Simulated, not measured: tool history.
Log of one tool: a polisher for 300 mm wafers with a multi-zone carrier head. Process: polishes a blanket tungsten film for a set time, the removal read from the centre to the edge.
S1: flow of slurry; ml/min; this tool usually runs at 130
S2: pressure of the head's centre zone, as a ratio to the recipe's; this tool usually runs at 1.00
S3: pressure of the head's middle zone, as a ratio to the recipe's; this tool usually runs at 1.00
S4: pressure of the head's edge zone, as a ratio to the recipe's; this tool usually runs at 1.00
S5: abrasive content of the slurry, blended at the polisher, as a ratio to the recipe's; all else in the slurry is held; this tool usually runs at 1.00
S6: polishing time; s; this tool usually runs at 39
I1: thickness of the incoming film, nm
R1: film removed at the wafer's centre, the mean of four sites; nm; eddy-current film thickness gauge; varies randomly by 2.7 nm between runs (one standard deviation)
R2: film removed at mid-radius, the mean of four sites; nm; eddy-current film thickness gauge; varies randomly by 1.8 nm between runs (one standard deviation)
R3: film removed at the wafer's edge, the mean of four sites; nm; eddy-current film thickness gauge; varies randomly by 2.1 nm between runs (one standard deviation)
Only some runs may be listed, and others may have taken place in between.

| run | day | S1 | S2 | S3 | S4 | S5 | S6 | I1 | R1 | R2 | R3 |
|---|---|---|---|---|---|---|---|---|---|---|---|
| 1 | 0.000 | 130 | 1.00 | 1.00 | 1.00 | 1.00 | 39 | 732.0 | 168.3 | 175.5 | 186.0 |
| 2 | 0.338 | 130 | 1.07 | 1.00 | 1.00 | 1.00 | 39 | 740.0 | 175.0 | 171.9 | 181.0 |
|  | 0.742 | slurry nozzle cleaned |
|  | 0.942 | worn pad replaced by a new one |
| 3 | 0.962 | 130 | 1.00 | 1.00 | 1.00 | 1.00 | 39 | 731.9 | 230.8 | 229.1 | 231.0 |
| 4 | 1.308 | 130 | 1.00 | 1.00 | 1.00 | 1.00 | 39 | 744.2 | 225.1 | 227.3 | 224.1 |
| 5 | 1.625 | 130 | 1.00 | 1.00 | 1.00 | 1.00 | 39 | 730.9 | 229.8 | 227.8 | 226.1 |
| 6 | 1.925 | 130 | 1.00 | 1.00 | 1.00 | 1.00 | 39 | 744.0 | 228.5 | 224.4 | 223.7 |
| 7 | 2.496 | 85 | 1.00 | 1.10 | 1.00 | 0.80 | 39 | 721.9 | 184.3 | 200.1 | 191.2 |
| 8 | 2.996 | 130 | 0.94 | 1.00 | 1.00 | 0.90 | 43 | 727.9 | 218.8 | 233.2 | 235.4 |
|  | 3.425 | centre zone pressure recalibrated |
| 9 | 3.458 | 130 | 0.92 | 1.06 | 0.94 | 1.00 | 39 | 732.7 | 193.8 | 218.8 | 207.1 |
|  | 3.962 | edge zone pressure recalibrated |
| 10 | 3.983 | 155 | 0.90 | 1.00 | 1.00 | 1.00 | 30 | 726.4 | 148.9 | 163.6 | 164.2 |
|  | 4.433 | worn pad replaced by a new one |
| 11 | 4.454 | 130 | 1.00 | 1.00 | 1.00 | 1.00 | 39 | 716.1 | 227.4 | 226.5 | 229.3 |
| 12 | 4.608 | 130 | 0.90 | 1.00 | 1.08 | 0.85 | 51 | 728.3 | 262.2 | 283.7 | 304.3 |
| 13 | 5.108 | 130 | 1.00 | 1.00 | 1.00 | 1.20 | 39 | 723.4 | 231.1 | 235.8 | 238.7 |
| 14 | 5.554 | 130 | 0.89 | 1.07 | 1.00 | 1.00 | 39 | 720.0 | 199.3 | 236.1 | 223.7 |
| 15 | 6.254 | 115 | 1.00 | 1.00 | 0.90 | 1.00 | 39 | 726.8 | 213.3 | 210.9 | 200.0 |
| 16 | 6.588 | 130 | 1.00 | 0.96 | 1.00 | 1.00 | 39 | 720.7 | 216.2 | 209.9 | 220.6 |
| 17 | 7.096 | 95 | 1.03 | 1.05 | 1.00 | 1.25 | 39 | 729.7 | 203.2 | 206.1 | 207.8 |
| 18 | 7.496 | 100 | 1.00 | 1.00 | 1.09 | 1.00 | 39 | 735.5 | 185.9 | 189.3 | 201.9 |
|  | 7.917 | worn pad replaced by a new one |
| 19 | 8.158 | 130 | 0.94 | 1.00 | 1.00 | 1.00 | 39 | 718.8 | 208.6 | 224.5 | 223.5 |
| 20 | 8.825 | 130 | 1.00 | 1.00 | 1.07 | 1.00 | 27 | 717.0 | 154.4 | 153.0 | 161.8 |
| 21 | 9.146 | 130 | 1.00 | 1.00 | 1.00 | 0.90 | 39 | 738.9 | 215.0 | 215.2 | 220.0 |
| 22 | 9.504 | 130 | 1.00 | 1.00 | 1.00 | 1.00 | 39 | 721.0 | 215.5 | 215.4 | 221.0 |
| 23 | 10.208 | 145 | 0.90 | 1.07 | 1.00 | 1.00 | 53 | 733.1 | 265.4 | 310.6 | 295.9 |

3 ways to go on from here, each from the tool as it stands after run 23. What would each give?
| A | 10.225 | 130 | 1.00 | 1.00 | 1.00 | 1.00 | 39 | 718.4 | ? | ? | ? |
| B | 10.225 | 130 | 1.00 | 1.10 | 0.88 | 1.00 | 51 | 718.4 | ? | ? | ? |
| C | 10.225 | 130 | 1.00 | 1.00 | 1.00 | 1.00 | 43 | 718.4 | ? | ? | ? |

| run | R1 | R2 | R3 |
|---|---|---|---|
| A | 214.1 | 206.7 | 213.3 |
| B | 280.2 | 293.1 | 262.4 |
| C | 236.1 | 227.9 | 235.2 |
With no hidden state in the tool, these same runs would have given:
| run | R1 | R2 | R3 |
|---|---|---|---|
| A | 238.0 | 228.7 | 233.5 |
| B | 311.4 | 324.3 | 287.3 |
| C | 262.4 | 252.1 | 257.5 |

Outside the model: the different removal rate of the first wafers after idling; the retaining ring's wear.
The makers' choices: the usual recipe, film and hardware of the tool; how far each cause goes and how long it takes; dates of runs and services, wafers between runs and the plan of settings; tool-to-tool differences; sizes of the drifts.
